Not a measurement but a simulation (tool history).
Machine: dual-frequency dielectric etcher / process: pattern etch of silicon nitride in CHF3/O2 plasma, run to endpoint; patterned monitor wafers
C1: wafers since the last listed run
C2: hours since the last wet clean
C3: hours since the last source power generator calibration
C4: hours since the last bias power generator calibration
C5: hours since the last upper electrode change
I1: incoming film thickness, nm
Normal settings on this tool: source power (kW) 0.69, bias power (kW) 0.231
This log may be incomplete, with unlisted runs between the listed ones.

run 1 hour=0 | source_power_(kW)=0.69 bias_power_(kW)=0.231 | C1=0 C2=292.2 C3=2342.2 C4=3683.1 C5=2910.5 | I1=110.7 | endpoint_time_(s)=64.8
run 2 hour=12.1 | source_power_(kW)=0.69 bias_power_(kW)=0.231 | C1=176 C2=304.3 C3=2354.3 C4=3695.2 C5=2922.6 | I1=111.6 | endpoint_time_(s)=65.6
run 3 hour=25.1 | source_power_(kW)=0.69 bias_power_(kW)=0.231 | C1=189 C2=317.3 C3=2367.3 C4=3708.2 C5=2935.6 | I1=109.6 | endpoint_time_(s)=64.4
run 4 hour=54.6 | source_power_(kW)=0.69 bias_power_(kW)=0.231 | C1=429 C2=346.8 C3=2396.8 C4=3737.7 C5=2965.1 | I1=110.3 | endpoint_time_(s)=64.7
run 5 hour=78.5 | source_power_(kW)=0.76 bias_power_(kW)=0.231 | C1=347 C2=370.7 C3=2420.7 C4=3761.6 C5=2989 | I1=110.9 | endpoint_time_(s)=62.7
run 6 hour=98.9 | source_power_(kW)=0.69 bias_power_(kW)=0.231 | C1=296 C2=391.1 C3=2441.1 C4=3782 C5=3009.4 | I1=109.7 | endpoint_time_(s)=64.8
run 7 hour=127 | source_power_(kW)=0.69 bias_power_(kW)=0.231 | C1=408 C2=419.2 C3=2469.2 C4=3810.1 C5=3037.5 | I1=111.2 | endpoint_time_(s)=65.7
-- hour=158.4 upper electrode replaced
-- hour=162.7 source power generator calibrated
run 8 hour=163.2 | source_power_(kW)=0.69 bias_power_(kW)=0.231 | C1=119 C2=455.4 C3=0.5 C4=3846.3 C5=4.8 | I1=110.2 | endpoint_time_(s)=65
-- hour=188.8 wet clean of the chamber
run 9 hour=189.3 | source_power_(kW)=0.69 bias_power_(kW)=0.231 | C1=30 C2=0.5 C3=26.6 C4=3872.4 C5=30.9 | I1=111.4 | endpoint_time_(s)=64.7
run 10 hour=189.6 | source_power_(kW)=0.69 bias_power_(kW)=0.231 | C1=4 C2=0.8 C3=26.9 C4=3872.7 C5=31.2 | I1=111 | endpoint_time_(s)=64.8
run 11 hour=214.7 | source_power_(kW)=0.69 bias_power_(kW)=0.231 | C1=365 C2=25.9 C3=52 C4=3897.8 C5=56.3 | I1=110.8 | endpoint_time_(s)=64.7
run 12 hour=240 | source_power_(kW)=0.69 bias_power_(kW)=0.231 | C1=368 C2=51.2 C3=77.3 C4=3923.1 C5=81.6 | I1=111.1 | endpoint_time_(s)=64.9
run 13 hour=259.8 | source_power_(kW)=0.58 bias_power_(kW)=0.272 | C1=288 C2=71 C3=97.1 C4=3942.9 C5=101.4 | I1=109.2 | endpoint_time_(s)=62.6
-- hour=274.9 bias power generator calibrated
run 14 hour=277.6 | source_power_(kW)=0.69 bias_power_(kW)=0.231 | C1=200 C2=88.8 C3=114.9 C4=2.7 C5=119.2 | I1=109.6 | endpoint_time_(s)=63.9
run 15 hour=292.5 | source_power_(kW)=0.75 bias_power_(kW)=0.208 | C1=216 C2=103.7 C3=129.8 C4=17.6 C5=134.1 | I1=109.9 | endpoint_time_(s)=65.5
run 16 hour=319.5 | source_power_(kW)=0.69 bias_power_(kW)=0.231 | C1=392 C2=130.7 C3=156.8 C4=44.6 C5=161.1 | I1=110.2 | endpoint_time_(s)=64.6
run 17 hour=352.6 | source_power_(kW)=0.85 bias_power_(kW)=0.201 | C1=481 C2=163.8 C3=189.9 C4=77.7 C5=194.2 | I1=109.9 | endpoint_time_(s)=63.8
run 18 hour=369.8 | source_power_(kW)=0.64 bias_power_(kW)=0.26 | C1=250 C2=181 C3=207.1 C4=94.9 C5=211.4 | I1=110.6 | endpoint_time_(s)=62.5
run 19 hour=392 | source_power_(kW)=0.8 bias_power_(kW)=0.18 | C1=322 C2=203.2 C3=229.3 C4=117.1 C5=233.6 | I1=111 | endpoint_time_(s)=70.4
run 20 hour=407.8 | source_power_(kW)=0.59 bias_power_(kW)=0.231 | C1=229 C2=219 C3=245.1 C4=132.9 C5=249.4 | I1=110.1 | endpoint_time_(s)=69.1
run 21 hour=430.5 | source_power_(kW)=0.69 bias_power_(kW)=0.249 | C1=330 C2=241.7 C3=267.8 C4=155.6 C5=272.1 | I1=110.3 | endpoint_time_(s)=62.3
run 22 hour=449.1 | source_power_(kW)=0.56 bias_power_(kW)=0.197 | C1=270 C2=260.3 C3=286.4 C4=174.2 C5=290.7 | I1=110.7 | endpoint_time_(s)=77.9
run 23 hour=467.6 | source_power_(kW)=0.78 bias_power_(kW)=0.196 | C1=269 C2=278.8 C3=304.9 C4=192.7 C5=309.2 | I1=111.4 | endpoint_time_(s)=68.3
run 24 hour=485.7 | source_power_(kW)=0.74 bias_power_(kW)=0.278 | C1=263 C2=296.9 C3=323 C4=210.8 C5=327.3 | I1=110.5 | endpoint_time_(s)=57

How would selected steps in endpoint time (s) from run to run divide? Give the signed amount a tool lacking its hidden state would still show from settings, what came in and random variation, and the signed amount left for the hidden state, including any gauge scatter that is not in both of the compared results.
Hidden state present: etch rate over this chamber's usual, %; source power that arrives over what is set, %; bias power that arrives over what is set, %.
Run 1 -> 2: nothing adjusted, nothing logged. endpoint time (s) +0.8: hidden state +0.1, all else +0.7.
Run 8 -> 9: wet clean of the chamber. endpoint time (s) -0.3: hidden state -0.8, all else +0.5.
Run 21 -> 22: source power (kW) 0.69 -> 0.56, bias power (kW) 0.249 -> 0.197. endpoint time (s) +15.6: hidden state +0.1, all else +15.5.
Run 23 -> 24: source power (kW) 0.78 -> 0.74, bias power (kW) 0.196 -> 0.278. endpoint time (s) -11.3: hidden state +0, all else -11.3.
